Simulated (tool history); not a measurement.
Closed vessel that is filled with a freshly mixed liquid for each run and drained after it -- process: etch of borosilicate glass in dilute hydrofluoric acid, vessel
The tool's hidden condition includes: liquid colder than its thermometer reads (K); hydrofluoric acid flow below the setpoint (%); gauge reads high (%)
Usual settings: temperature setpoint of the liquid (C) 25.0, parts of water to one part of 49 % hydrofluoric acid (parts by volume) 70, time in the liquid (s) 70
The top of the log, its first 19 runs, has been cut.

run	hour	temperature setpoint of the liquid (C)	parts of water to one part of 49 % hydrofluoric acid (parts by volume)	time in the liquid (s)	wafers since the last listed run	hours since the thermometer was replaced	hours since the hydrofluoric acid flow meter was replaced	hours since the gauge calibration	read-back film thickness of the borosilicate glass reference wafer, read on the same gauge (nm)	thickness taken off the borosilicate glass on a monitor wafer (angstrom)
20	486.1	25.0	70	70	2110	110.8	983.6	36.9	70.01	562.4
21	509.3	27.0	70	100	2065	134.0	1006.8	60.1	70.00	872.3
22	531.6	27.0	60	70	1985	156.3	1029.1	82.4	69.99	722.8
23	563.2	23.0	100	70	2813	187.9	1060.7	114.0	70.02	351.5
# hour 575.7: hydrofluoric acid flow meter replaced
24	589.6	28.5	35	35	2261	214.3	13.9	140.4	70.00	681.4
25	611.0	25.0	70	90	1905	235.7	35.3	161.8	70.00	721.5
26	625.6	25.0	85	90	1299	250.3	49.9	176.4	70.00	582.0
27	660.7	29.0	95	55	3125	285.4	85.0	211.5	70.01	369.9
28	684.9	25.0	95	70	2154	309.6	109.2	235.7	69.98	398.0
29	708.1	28.0	100	35	2065	332.8	132.4	258.9	70.01	212.1
30	769.8	25.0	70	70	5493	394.5	194.1	320.6	70.02	560.4
31	799.7	27.0	70	70	2662	424.4	224.0	350.5	69.99	608.1
32	821.8	29.5	70	70	1967	446.5	246.1	372.6	69.99	672.9
33	835.6	25.0	70	70	1228	460.3	259.9	386.4	70.00	559.8

Consider 4 possible next runs. They are alternatives, not a sequence: every one starts from the tool as it was left by run 33. What does each give?
A	836.3	25.0	80	70	62	461.0	260.6	387.1	?	?
B	836.3	25.0	40	70	62	461.0	260.6	387.1	?	?
C	836.3	25.0	90	100	62	461.0	260.6	387.1	?	?
D	836.3	28.5	40	80	62	461.0	260.6	387.1	?	?

run	read-back film thickness of the borosilicate glass reference wafer, read on the same gauge (nm)	thickness taken off the borosilicate glass on a monitor wafer (angstrom)
A	70.01	479.6
B	70.01	1011.3
C	70.01	601.3
D	70.01	1333.1
With no hidden state in the tool, these same runs would have given:
run	thickness taken off the borosilicate glass on a monitor wafer (angstrom)
A	489.5
B	1032.8
C	613.6
D	1360.7
